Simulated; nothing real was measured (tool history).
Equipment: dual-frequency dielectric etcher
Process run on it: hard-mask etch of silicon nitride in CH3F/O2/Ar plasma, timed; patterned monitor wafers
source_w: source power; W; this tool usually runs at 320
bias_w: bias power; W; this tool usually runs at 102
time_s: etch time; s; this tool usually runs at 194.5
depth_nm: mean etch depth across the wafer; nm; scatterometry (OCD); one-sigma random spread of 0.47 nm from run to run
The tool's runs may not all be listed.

run    hour  source_w  bias_w  time_s  wafers since the last listed run  hours since the last wet clean  hours since the last source power generator calibration  hours since the last bias power generator calibration  hours since the last upper electrode change  hours since the gauge calibration  read-back reference wafer on the same gauge, depth_nm  depth_nm
  1     0.0       320     102   194.5                                 0                           442.6                                                   3485.9                                                 3567.7                                       2103.3                              391.8                                                  143.9     137.5
  2    41.5       320     102   194.5                               169                           484.1                                                   3527.4                                                 3609.2                                       2144.8                              433.3                                                  143.8     138.1
  3   107.5       320     102   194.5                               269                           550.1                                                   3593.4                                                 3675.2                                       2210.8                              499.3                                                  144.2     138.4
  4   154.3       320     102   235.5                               190                           596.9                                                   3640.2                                                 3722.0                                       2257.6                              546.1                                                  143.9     168.4
      206.5  -- wet clean of the chamber
  5   207.0       320     102   235.5                               117                             0.5                                                   3692.9                                                 3774.7                                       2310.3                              598.8                                                  144.0     161.0
  6   230.5       380     102   194.5                                95                            24.0                                                   3716.4                                                 3798.2                                       2333.8                              622.3                                                  143.9     140.2
  7   276.9       380     102   194.5                               189                            70.4                                                   3762.8                                                 3844.6                                       2380.2                              668.7                                                  144.0     139.7
  8   311.0       380     102   194.5                               139                           104.5                                                   3796.9                                                 3878.7                                       2414.3                              702.8                                                  143.8     140.7
      344.1  -- upper electrode replaced
      351.2  -- source power generator calibrated
  9   369.5       350      89   194.5                               124                           163.0                                                     18.3                                                 3937.2                                         25.4                              761.3                                                  143.8     133.8
 10   419.8       320      92   207.0                               205                           213.3                                                     68.6                                                 3987.5                                         75.7                              811.6                                                  144.0     140.1
 11   460.8       320      92   207.0                               167                           254.3                                                    109.6                                                 4028.5                                        116.7                              852.6                                                  144.1     139.6
      501.0  -- bias power generator calibrated
 12   518.6       320     102   194.5                               219                           312.1                                                    167.4                                                   17.6                                        174.5                              910.4                                                  143.9     135.1
 13   590.0       320      95   214.0                               291                           383.5                                                    238.8                                                   89.0                                        245.9                              981.8                                                  144.0     147.3
 14   615.4       320     102   194.5                               103                           408.9                                                    264.2                                                  114.4                                        271.3                             1007.2                                                  143.8     137.6
 15   669.2       320     102   138.5                               219                           462.7                                                    318.0                                                  168.2                                        325.1                             1061.0                                                  143.9      97.6
      670.0  -- gauge calibrated
 16   713.1       400     121   194.5                               179                           506.6                                                    361.9                                                  212.1                                        369.0                               43.1                                                  144.1     154.3
 17   743.3       380     116   194.5                               123                           536.8                                                    392.1                                                  242.3                                        399.2                               73.3                                                  144.3     149.9
 18   774.2       320     102   194.5                               126                           567.7                                                    423.0                                                  273.2                                        430.1                              104.2                                                  143.9     139.4
      803.7  -- wet clean of the chamber
 19   808.8       320      84   179.0                                43                             5.1                                                    457.6                                                  307.8                                        464.7                              138.8                                                  144.3     117.8
 20   853.2       320     127   225.5                               181                            49.5                                                    502.0                                                  352.2                                        509.1                              183.2                                                  143.9     163.7
 21   889.2       270     102   145.5                               146                            85.5                                                    538.0                                                  388.2                                        545.1                              219.2                                                  144.1      96.5
 22   938.3       320     102   194.5                               200                           134.6                                                    587.1                                                  437.3                                        594.2                              268.3                                                  144.2     135.0
 23   983.3       320     102   194.5                               183                           179.6                                                    632.1                                                  482.3                                        639.2                              313.3                                                  144.1     134.0
 24  1031.1       320     102   144.0                               194                           227.4                                                    679.9                                                  530.1                                        687.0                              361.1                                                  143.8      99.5
 25  1076.3       280      95   235.0                               184                           272.6                                                    725.1                                                  575.3                                        732.2                              406.3                                                  144.0     155.7

What if the next run were any one of these 5? Each begins from the tool's condition after run 25:
  A  1076.8       320     102   218.5                                 2                           273.1                                                    725.6                                                  575.8                                        732.7                              406.8                                                      ?         ?
  B  1076.8       280      91   157.5                                 2                           273.1                                                    725.6                                                  575.8                                        732.7                              406.8                                                      ?         ?
  C  1076.8       390     102   194.5                                 2                           273.1                                                    725.6                                                  575.8                                        732.7                              406.8                                                      ?         ?
  D  1076.8       320     102   139.0                                 2                           273.1                                                    725.6                                                  575.8                                        732.7                              406.8                                                      ?         ?
  E  1076.8       320     113   194.5                                 2                           273.1                                                    725.6                                                  575.8                                        732.7                              406.8                                                      ?         ?

run  read-back reference wafer on the same gauge, depth_nm  depth_nm
  A                                                  144.0     153.4
  B                                                  144.0     103.5
  C                                                  144.0     144.7
  D                                                  144.0      97.6
  E                                                  144.0     140.1
Without the tool's hidden state the same runs would have given:
run  depth_nm
  A     149.7
  B     101.0
  C     141.2
  D      95.2
  E     136.8
